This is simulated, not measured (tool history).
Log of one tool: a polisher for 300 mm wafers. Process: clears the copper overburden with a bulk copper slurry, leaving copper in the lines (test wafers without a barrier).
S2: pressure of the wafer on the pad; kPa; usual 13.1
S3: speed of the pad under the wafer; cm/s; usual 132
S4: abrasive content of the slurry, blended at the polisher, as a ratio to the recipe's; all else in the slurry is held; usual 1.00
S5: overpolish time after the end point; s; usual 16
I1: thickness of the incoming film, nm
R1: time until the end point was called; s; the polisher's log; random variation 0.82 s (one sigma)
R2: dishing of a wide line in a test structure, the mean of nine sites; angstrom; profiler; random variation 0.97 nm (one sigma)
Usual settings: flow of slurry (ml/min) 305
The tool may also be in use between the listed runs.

Run 1, hour 0.0: usual settings but S4 1.15; I1 841.7. Result: R1 105.5 s, R2 603 angstrom.
Run 2, hour 31.8: usual settings but S4 1.15; I1 822.7. Result: R1 103.6 s, R2 588 angstrom.
Run 3, hour 85.6: usual settings but S4 1.25; I1 843.3. Result: R1 111.8 s, R2 565 angstrom.
At hour 105.0: worn pad replaced by a new one.
Run 4, hour 108.0: usual settings but S4 1.25; I1 842.3. Result: R1 101.0 s, R2 614 angstrom.
Run 5, hour 140.2: usual settings but S4 1.25; I1 831.2. Result: R1 101.9 s, R2 597 angstrom.
Run 6, hour 164.9: usual settings; I1 829.2. Result: R1 108.5 s, R2 593 angstrom.
At hour 182.8: slurry blender recalibrated.
Run 7, hour 183.3: usual settings; I1 851.7. Result: R1 107.1 s, R2 596 angstrom.
Run 8, hour 195.9: usual settings but S3 110 cm/s; I1 826.6. Result: R1 126.7 s, R2 523 angstrom.
Run 9, hour 214.3: usual settings but S3 110 cm/s; I1 837.7. Result: R1 129.1 s, R2 518 angstrom.
At hour 247.7: worn pad replaced by a new one.
Run 10, hour 315.5: usual settings but S3 110 cm/s; I1 843.9. Result: R1 128.2 s, R2 549 angstrom.
At hour 342.5: head pressure recalibrated.
Run 11, hour 359.8: usual settings but flow of slurry (ml/min) 260; I1 824.7. Result: R1 107.8 s, R2 572 angstrom.
At hour 374.2: slurry nozzle cleaned.
Run 12, hour 379.3: usual settings; I1 837.1. Result: R1 110.8 s, R2 574 angstrom.
At hour 395.2: worn pad replaced by a new one.
Run 13, hour 409.2: usual settings but S4 1.25; I1 828.2. Result: R1 99.3 s, R2 626 angstrom.
Run 14, hour 442.4: usual settings but flow of slurry (ml/min) 280, S2 9.0 kPa, S3 102 cm/s; I1 846.5. Result: R1 206.2 s, R2 352 angstrom.
Run 15, hour 475.5: usual settings but S4 1.25; I1 849.5. Result: R1 107.2 s, R2 588 angstrom.
Run 16, hour 492.1: usual settings but S2 11.0 kPa, S3 150 cm/s, S4 0.90; I1 840.0. Result: R1 117.5 s, R2 553 angstrom.
Run 17, hour 527.4: usual settings but S4 0.90, S5 6 s; I1 834.6. Result: R1 116.0 s, R2 277 angstrom.
Run 18, hour 541.4: usual settings but flow of slurry (ml/min) 205, S2 11.7 kPa, S3 150 cm/s, S4 0.75; I1 848.6. Result: R1 121.8 s, R2 532 angstrom.
At hour 578.7: worn pad replaced by a new one.
Run 19, hour 579.9: usual settings; I1 842.4. Result: R1 110.1 s, R2 598 angstrom.
At hour 586.2: slurry blender recalibrated.
Run 20, hour 604.9: usual settings but S3 86 cm/s, S5 13 s; I1 827.8. Result: R1 160.6 s, R2 388 angstrom.

Measured less the same run without the tool's hidden state. The same run-to-run variation is in both; the gauge's scatter may not be:
The hidden state here: removal rate lost through wear of the pad, %; slurry flow missing at the pad, %; deviation of the head's pressure from its setpoint, %; abrasive missing from the slurry, %.
run     R1   R2
  1   +5.9  -21
  2   +8.1  -30
  3  +13.2  -44
  4   +3.8  -14
  5   +6.4  -24
  6   +8.8  -31
  7   +5.9  -21
  8   +7.9  -23
  9   +9.6  -28
 10   +6.5  -19
 11   +8.7  -30
 12  +10.5  -36
 13   +3.0  -12
 14  +11.3  -15
 15   +8.6  -31
 16  +10.8  -33
 17  +13.9  -31
 18  +15.8  -47
 19   +7.5  -26
 20   +5.6  -11

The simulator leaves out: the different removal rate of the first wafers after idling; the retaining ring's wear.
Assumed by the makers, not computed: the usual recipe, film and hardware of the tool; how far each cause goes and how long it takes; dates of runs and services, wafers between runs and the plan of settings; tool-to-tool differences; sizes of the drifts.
